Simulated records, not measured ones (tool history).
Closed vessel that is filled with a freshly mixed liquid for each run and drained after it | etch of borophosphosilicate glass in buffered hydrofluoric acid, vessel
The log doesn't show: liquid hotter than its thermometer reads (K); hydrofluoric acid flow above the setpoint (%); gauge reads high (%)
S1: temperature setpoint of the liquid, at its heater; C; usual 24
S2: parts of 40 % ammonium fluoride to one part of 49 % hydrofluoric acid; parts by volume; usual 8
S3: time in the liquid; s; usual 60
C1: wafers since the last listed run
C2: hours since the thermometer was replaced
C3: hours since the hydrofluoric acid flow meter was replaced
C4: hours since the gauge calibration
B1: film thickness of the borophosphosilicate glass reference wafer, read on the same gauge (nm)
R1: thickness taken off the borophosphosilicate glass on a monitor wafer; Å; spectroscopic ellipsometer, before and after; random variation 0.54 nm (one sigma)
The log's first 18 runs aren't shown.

| run | hour | S1 | S2 | S3 | C1 | C2 | C3 | C4 | B1 | R1 |
|---|---|---|---|---|---|---|---|---|---|---|
| 19 | 1343.5 | 24 | 11 | 70 | 20480 | 576.3 | 343.7 | 454.5 | 149.99 | 831.7 |
| 20 | 1408.2 | 24 | 8 | 60 | 5852 | 641 | 408.4 | 519.2 | 149.99 | 949.8 |
| 21 | 1451.7 | 29 | 6 | 60 | 3935 | 684.5 | 451.9 | 562.7 | 149.99 | 1655 |
|  | 1459.3 | thermometer replaced |
| 22 | 1496.7 | 24 | 8 | 60 | 3980 | 37.4 | 496.9 | 607.7 | 150.02 | 905.9 |
| 23 | 1579.6 | 24 | 9.5 | 30 | 7499 | 120.3 | 579.8 | 690.6 | 150.02 | 382.5 |
| 24 | 1640.5 | 24 | 8 | 75 | 5509 | 181.2 | 640.7 | 751.5 | 150.01 | 1147.4 |
| 25 | 1713.8 | 22.5 | 9 | 75 | 6630 | 254.5 | 714 | 824.8 | 149.98 | 923.1 |
| 26 | 1808.7 | 20 | 10 | 95 | 8584 | 349.4 | 808.9 | 919.7 | 150.01 | 972.8 |
| 27 | 1886.1 | 24 | 8 | 60 | 7001 | 426.8 | 886.3 | 997.1 | 150.01 | 936.7 |
| 28 | 1966.3 | 27 | 6.5 | 70 | 7254 | 507 | 966.5 | 1077.3 | 150.01 | 1562.2 |
| 29 | 2003.2 | 26.5 | 10.5 | 85 | 3337 | 543.9 | 1003.4 | 1114.2 | 150.03 | 1180.2 |
| 30 | 2062.6 | 28 | 8 | 60 | 5373 | 603.3 | 1062.8 | 1173.6 | 150 | 1172 |

5 ways to go on from here, each from the tool as it stands after run 30. What would each give?
| A | 2063.3 | 24 | 11 | 60 | 63 | 604 | 1063.5 | 1174.3 | ? | ? |
| B | 2063.3 | 24 | 6.5 | 70 | 63 | 604 | 1063.5 | 1174.3 | ? | ? |
| C | 2063.3 | 27 | 9 | 35 | 63 | 604 | 1063.5 | 1174.3 | ? | ? |
| D | 2063.3 | 24 | 8 | 35 | 63 | 604 | 1063.5 | 1174.3 | ? | ? |
| E | 2063.3 | 24 | 9 | 85 | 63 | 604 | 1063.5 | 1174.3 | ? | ? |

| run | B1 | R1 |
|---|---|---|
| A | 150 | 699.2 |
| B | 150 | 1346.3 |
| C | 150 | 561.6 |
| D | 150 | 544.8 |
| E | 150 | 1163.1 |
Without the tool's hidden state the same runs would have given:
| run | R1 |
|---|---|
| A | 669.4 |
| B | 1289.1 |
| C | 538.1 |
| D | 521.7 |
| E | 1113.6 |

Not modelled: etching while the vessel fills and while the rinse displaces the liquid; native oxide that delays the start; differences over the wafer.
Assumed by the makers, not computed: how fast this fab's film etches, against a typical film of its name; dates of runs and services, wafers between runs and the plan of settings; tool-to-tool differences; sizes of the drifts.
